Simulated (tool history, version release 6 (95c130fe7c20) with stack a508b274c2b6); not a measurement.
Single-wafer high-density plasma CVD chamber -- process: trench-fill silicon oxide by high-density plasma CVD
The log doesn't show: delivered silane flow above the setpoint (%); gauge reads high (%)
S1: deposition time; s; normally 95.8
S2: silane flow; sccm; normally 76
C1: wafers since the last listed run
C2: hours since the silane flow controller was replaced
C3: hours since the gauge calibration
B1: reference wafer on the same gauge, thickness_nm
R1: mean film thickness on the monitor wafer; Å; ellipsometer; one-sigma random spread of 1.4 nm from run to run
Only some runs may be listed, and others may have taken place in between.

run 1 hour=0.0 | S1=95.8 S2=76 | C1=0 C2=3496.3 C3=502.1 | B1=771.950 | R1=6711.64
run 2 hour=93.4 | S1=95.8 S2=76 | C1=1451 C2=3589.7 C3=595.5 | B1=771.509 | R1=6703.19
run 3 hour=183.7 | S1=95.8 S2=76 | C1=1403 C2=3680.0 C3=685.8 | B1=770.947 | R1=6703.52
run 4 hour=230.0 | S1=106.0 S2=76 | C1=719 C2=3726.3 C3=732.1 | B1=771.461 | R1=7436.62
run 5 hour=303.4 | S1=106.4 S2=79 | C1=1140 C2=3799.7 C3=805.5 | B1=770.228 | R1=7746.18
run 6 hour=351.5 | S1=106.4 S2=79 | C1=747 C2=3847.8 C3=853.6 | B1=770.415 | R1=7702.92
run 7 hour=408.8 | S1=106.4 S2=79 | C1=890 C2=3905.1 C3=910.9 | B1=769.915 | R1=7729.05
run 8 hour=448.1 | S1=95.8 S2=76 | C1=610 C2=3944.4 C3=950.2 | B1=770.294 | R1=6689.63
run 9 hour=534.5 | S1=84.3 S2=76 | C1=1343 C2=4030.8 C3=1036.6 | B1=769.594 | R1=5907.15
run 10 hour=584.5 | S1=84.3 S2=76 | C1=777 C2=4080.8 C3=1086.6 | B1=769.554 | R1=5904.93
run 11 hour=687.6 | S1=84.3 S2=76 | C1=1602 C2=4183.9 C3=1189.7 | B1=768.803 | R1=5889.36
-- hour=744.2 silane flow controller replaced
run 12 hour=744.7 | S1=95.8 S2=76 | C1=763 C2=0.5 C3=1246.8 | B1=768.961 | R1=6709.43
run 13 hour=781.3 | S1=95.8 S2=76 | C1=568 C2=37.1 C3=1283.4 | B1=769.190 | R1=6702.58
run 14 hour=836.2 | S1=84.4 S2=76 | C1=853 C2=92.0 C3=1338.3 | B1=769.821 | R1=5893.09
run 15 hour=918.8 | S1=86.9 S2=63 | C1=1284 C2=174.6 C3=1420.9 | B1=768.894 | R1=5033.96
run 16 hour=1163.8 | S1=108.5 S2=65 | C1=3808 C2=419.6 C3=1665.9 | B1=768.518 | R1=6474.82
-- hour=1241.2 gauge calibrated
run 17 hour=1247.2 | S1=111.8 S2=62 | C1=1296 C2=503.0 C3=6.0 | B1=780.955 | R1=6463.30
run 18 hour=1286.1 | S1=84.3 S2=76 | C1=604 C2=541.9 C3=44.9 | B1=780.582 | R1=5971.06
run 19 hour=1384.3 | S1=95.8 S2=66 | C1=1526 C2=640.1 C3=143.1 | B1=779.005 | R1=5902.84
run 20 hour=1490.9 | S1=106.5 S2=67 | C1=1657 C2=746.7 C3=249.7 | B1=777.607 | R1=6655.82
run 21 hour=1557.4 | S1=79.9 S2=70 | C1=1033 C2=813.2 C3=316.2 | B1=777.087 | R1=5190.49
run 22 hour=1658.6 | S1=88.4 S2=76 | C1=1573 C2=914.4 C3=417.4 | B1=776.338 | R1=6251.97
run 23 hour=1716.7 | S1=103.5 S2=76 | C1=903 C2=972.5 C3=475.5 | B1=775.849 | R1=7290.24
run 24 hour=1754.7 | S1=95.8 S2=76 | C1=590 C2=1010.5 C3=513.5 | B1=775.674 | R1=6756.78
run 25 hour=1858.1 | S1=95.8 S2=76 | C1=1607 C2=1113.9 C3=616.9 | B1=774.970 | R1=6726.30
run 26 hour=2054.6 | S1=77.4 S2=76 | C1=3054 C2=1310.4 C3=813.4 | B1=773.907 | R1=5447.22
run 27 hour=2137.1 | S1=95.8 S2=76 | C1=1282 C2=1392.9 C3=895.9 | B1=773.806 | R1=6740.42
run 28 hour=2239.6 | S1=82.4 S2=83 | C1=1593 C2=1495.4 C3=998.4 | B1=773.501 | R1=6307.69

Predict each of these 3 candidate next runs independently; none follows another, all start after run 28:
run A hour=2240.0 | S1=95.8 S2=91 | C1=6 C2=1495.8 C3=998.8 | B1=? | R1=?
run B hour=2240.0 | S1=84.0 S2=70 | C1=6 C2=1495.8 C3=998.8 | B1=? | R1=?
run C hour=2240.0 | S1=84.4 S2=88 | C1=6 C2=1495.8 C3=998.8 | B1=? | R1=?

run=A B1=773.565 R1=8034.53
run=B B1=773.565 R1=5419.14
run=C B1=773.565 R1=6845.08
With the hidden condition removed and each run's random variation left untouched, the same runs would have given:
run=A R1=8094.43
run=B R1=5459.55
run=C R1=6896.12

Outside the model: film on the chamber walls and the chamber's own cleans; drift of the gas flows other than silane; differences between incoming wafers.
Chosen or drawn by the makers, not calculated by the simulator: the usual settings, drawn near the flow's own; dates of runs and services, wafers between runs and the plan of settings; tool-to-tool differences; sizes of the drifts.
